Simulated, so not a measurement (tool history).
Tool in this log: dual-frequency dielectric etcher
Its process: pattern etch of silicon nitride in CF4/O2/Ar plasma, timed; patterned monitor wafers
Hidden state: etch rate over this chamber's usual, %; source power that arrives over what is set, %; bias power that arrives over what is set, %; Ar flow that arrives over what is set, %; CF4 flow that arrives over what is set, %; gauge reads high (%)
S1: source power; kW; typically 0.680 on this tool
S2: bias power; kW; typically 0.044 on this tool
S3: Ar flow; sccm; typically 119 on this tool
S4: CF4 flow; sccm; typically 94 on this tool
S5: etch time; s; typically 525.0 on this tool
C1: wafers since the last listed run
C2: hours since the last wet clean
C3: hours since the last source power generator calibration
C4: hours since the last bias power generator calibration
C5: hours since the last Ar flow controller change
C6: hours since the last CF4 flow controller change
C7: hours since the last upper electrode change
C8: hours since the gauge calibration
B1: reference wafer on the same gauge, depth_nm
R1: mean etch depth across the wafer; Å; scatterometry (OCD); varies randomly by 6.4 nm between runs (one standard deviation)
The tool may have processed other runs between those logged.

{"run": 1, "hour": 0.0, "S1": 0.68, "S2": 0.044, "S3": 119, "S4": 94, "S5": 525.0, "C1": 0, "C2": 585.4, "C3": 1879.5, "C4": 2841.3, "C5": 1416.6, "C6": 3685.9, "C7": 5800.7, "C8": 524.4, "B1": 1409.8, "R1": 12458}
{"run": 2, "hour": 49.1, "S1": 0.68, "S2": 0.044, "S3": 119, "S4": 94, "S5": 525.0, "C1": 175, "C2": 634.5, "C3": 1928.6, "C4": 2890.4, "C5": 1465.7, "C6": 3735.0, "C7": 5849.8, "C8": 573.5, "B1": 1411.6, "R1": 12446}
{"hour": 78.7, "done": "wet clean of the chamber"}
{"hour": 101.3, "done": "upper electrode replaced"}
{"hour": 133.1, "done": "bias power generator calibrated"}
{"run": 3, "hour": 155.0, "S1": 0.68, "S2": 0.044, "S3": 119, "S4": 94, "S5": 525.0, "C1": 197, "C2": 76.3, "C3": 2034.5, "C4": 21.9, "C5": 1571.6, "C6": 3840.9, "C7": 53.7, "C8": 679.4, "B1": 1409.1, "R1": 11431}
{"run": 4, "hour": 215.2, "S1": 0.68, "S2": 0.051, "S3": 119, "S4": 94, "S5": 525.0, "C1": 214, "C2": 136.5, "C3": 2094.7, "C4": 82.1, "C5": 1631.8, "C6": 3901.1, "C7": 113.9, "C8": 739.6, "B1": 1411.6, "R1": 12307}
{"hour": 304.4, "done": "wet clean of the chamber, repeated, since the last time left the tool worse"}
{"run": 5, "hour": 304.9, "S1": 0.68, "S2": 0.051, "S3": 119, "S4": 94, "S5": 525.0, "C1": 234, "C2": 0.5, "C3": 2184.4, "C4": 171.8, "C5": 1721.5, "C6": 3990.8, "C7": 203.6, "C8": 829.3, "B1": 1410.4, "R1": 12829}
{"hour": 360.4, "done": "CF4 flow controller replaced"}
{"run": 6, "hour": 360.9, "S1": 0.68, "S2": 0.044, "S3": 119, "S4": 94, "S5": 525.0, "C1": 178, "C2": 56.5, "C3": 2240.4, "C4": 227.8, "C5": 1777.5, "C6": 0.5, "C7": 259.6, "C8": 885.3, "B1": 1409.4, "R1": 12268}
{"run": 7, "hour": 420.0, "S1": 0.68, "S2": 0.044, "S3": 119, "S4": 94, "S5": 525.0, "C1": 211, "C2": 115.6, "C3": 2299.5, "C4": 286.9, "C5": 1836.6, "C6": 59.6, "C7": 318.7, "C8": 944.4, "B1": 1409.4, "R1": 12236}
{"run": 8, "hour": 516.0, "S1": 0.72, "S2": 0.047, "S3": 119, "S4": 94, "S5": 525.0, "C1": 342, "C2": 211.6, "C3": 2395.5, "C4": 382.9, "C5": 1932.6, "C6": 155.6, "C7": 414.7, "C8": 1040.4, "B1": 1412.6, "R1": 13261}
{"run": 9, "hour": 581.4, "S1": 0.68, "S2": 0.038, "S3": 119, "S4": 76, "S5": 642.0, "C1": 233, "C2": 277.0, "C3": 2460.9, "C4": 448.3, "C5": 1998.0, "C6": 221.0, "C7": 480.1, "C8": 1105.8, "B1": 1409.0, "R1": 13816}
{"run": 10, "hour": 641.1, "S1": 0.57, "S2": 0.047, "S3": 133, "S4": 94, "S5": 390.0, "C1": 213, "C2": 336.7, "C3": 2520.6, "C4": 508.0, "C5": 2057.7, "C6": 280.7, "C7": 539.8, "C8": 1165.5, "B1": 1411.4, "R1": 7684}
{"run": 11, "hour": 747.4, "S1": 0.63, "S2": 0.036, "S3": 129, "S4": 94, "S5": 525.0, "C1": 379, "C2": 443.0, "C3": 2626.9, "C4": 614.3, "C5": 2164.0, "C6": 387.0, "C7": 646.1, "C8": 1271.8, "B1": 1410.4, "R1": 10480}
{"hour": 783.9, "done": "source power generator calibrated"}
{"run": 12, "hour": 790.1, "S1": 0.68, "S2": 0.044, "S3": 90, "S4": 102, "S5": 525.0, "C1": 138, "C2": 485.7, "C3": 6.2, "C4": 657.0, "C5": 2206.7, "C6": 429.7, "C7": 688.8, "C8": 1314.5, "B1": 1410.4, "R1": 13027}
{"hour": 844.5, "done": "wet clean of the chamber"}
{"run": 13, "hour": 863.9, "S1": 0.68, "S2": 0.044, "S3": 119, "S4": 94, "S5": 525.0, "C1": 177, "C2": 19.4, "C3": 80.0, "C4": 730.8, "C5": 2280.5, "C6": 503.5, "C7": 762.6, "C8": 1388.3, "B1": 1407.1, "R1": 11975}
{"run": 14, "hour": 912.9, "S1": 0.76, "S2": 0.044, "S3": 119, "S4": 76, "S5": 677.0, "C1": 174, "C2": 68.4, "C3": 129.0, "C4": 779.8, "C5": 2329.5, "C6": 552.5, "C7": 811.6, "C8": 1437.3, "B1": 1410.3, "R1": 17230}
{"hour": 947.9, "done": "Ar flow controller replaced"}
{"hour": 959.7, "done": "gauge calibrated"}
{"run": 15, "hour": 982.5, "S1": 0.68, "S2": 0.044, "S3": 119, "S4": 94, "S5": 525.0, "C1": 227, "C2": 138.0, "C3": 198.6, "C4": 849.4, "C5": 34.6, "C6": 622.1, "C7": 881.2, "C8": 22.8, "B1": 1410.5, "R1": 12201}
{"run": 16, "hour": 1022.0, "S1": 0.68, "S2": 0.044, "S3": 119, "S4": 84, "S5": 525.0, "C1": 141, "C2": 177.5, "C3": 238.1, "C4": 888.9, "C5": 74.1, "C6": 661.6, "C7": 920.7, "C8": 62.3, "B1": 1407.8, "R1": 12134}
{"run": 17, "hour": 1066.1, "S1": 0.68, "S2": 0.044, "S3": 119, "S4": 94, "S5": 677.5, "C1": 157, "C2": 221.6, "C3": 282.2, "C4": 933.0, "C5": 118.2, "C6": 705.7, "C7": 964.8, "C8": 106.4, "B1": 1410.8, "R1": 15687}
{"run": 18, "hour": 1153.8, "S1": 0.68, "S2": 0.044, "S3": 119, "S4": 94, "S5": 525.0, "C1": 313, "C2": 309.3, "C3": 369.9, "C4": 1020.7, "C5": 205.9, "C6": 793.4, "C7": 1052.5, "C8": 194.1, "B1": 1407.7, "R1": 12298}
{"run": 19, "hour": 1235.1, "S1": 0.68, "S2": 0.044, "S3": 119, "S4": 94, "S5": 525.0, "C1": 290, "C2": 390.6, "C3": 451.2, "C4": 1102.0, "C5": 287.2, "C6": 874.7, "C7": 1133.8, "C8": 275.4, "B1": 1408.4, "R1": 12364}
{"run": 20, "hour": 1284.1, "S1": 0.59, "S2": 0.044, "S3": 119, "S4": 94, "S5": 525.0, "C1": 174, "C2": 439.6, "C3": 500.2, "C4": 1151.0, "C5": 336.2, "C6": 923.7, "C7": 1182.8, "C8": 324.4, "B1": 1407.2, "R1": 10695}
{"run": 21, "hour": 1346.1, "S1": 0.68, "S2": 0.044, "S3": 119, "S4": 94, "S5": 437.0, "C1": 221, "C2": 501.6, "C3": 562.2, "C4": 1213.0, "C5": 398.2, "C6": 985.7, "C7": 1244.8, "C8": 386.4, "B1": 1412.1, "R1": 10267}

Each row is a separate what-if for the run after 21, all from the same tool condition, not one after another. Results?
{"run": "A", "hour": 1346.7, "S1": 0.68, "S2": 0.044, "S3": 137, "S4": 94, "S5": 525.0, "C1": 2, "C2": 502.2, "C3": 562.8, "C4": 1213.6, "C5": 398.8, "C6": 986.3, "C7": 1245.4, "C8": 387.0, "B1": "?", "R1": "?"}
{"run": "B", "hour": 1346.7, "S1": 0.58, "S2": 0.055, "S3": 119, "S4": 94, "S5": 594.5, "C1": 2, "C2": 502.2, "C3": 562.8, "C4": 1213.6, "C5": 398.8, "C6": 986.3, "C7": 1245.4, "C8": 387.0, "B1": "?", "R1": "?"}
{"run": "C", "hour": 1346.7, "S1": 0.61, "S2": 0.054, "S3": 98, "S4": 94, "S5": 437.0, "C1": 2, "C2": 502.2, "C3": 562.8, "C4": 1213.6, "C5": 398.8, "C6": 986.3, "C7": 1245.4, "C8": 387.0, "B1": "?", "R1": "?"}
{"run": "D", "hour": 1346.7, "S1": 0.59, "S2": 0.044, "S3": 119, "S4": 75, "S5": 664.0, "C1": 2, "C2": 502.2, "C3": 562.8, "C4": 1213.6, "C5": 398.8, "C6": 986.3, "C7": 1245.4, "C8": 387.0, "B1": "?", "R1": "?"}

run=A B1=1410.2 R1=12043
run=B B1=1410.2 R1=12828
run=C B1=1410.2 R1=10099
run=D B1=1410.2 R1=13061
Without the tool's hidden state the same runs would have given:
run=A R1=11784
run=B R1=12551
run=C R1=9882
run=D R1=12779
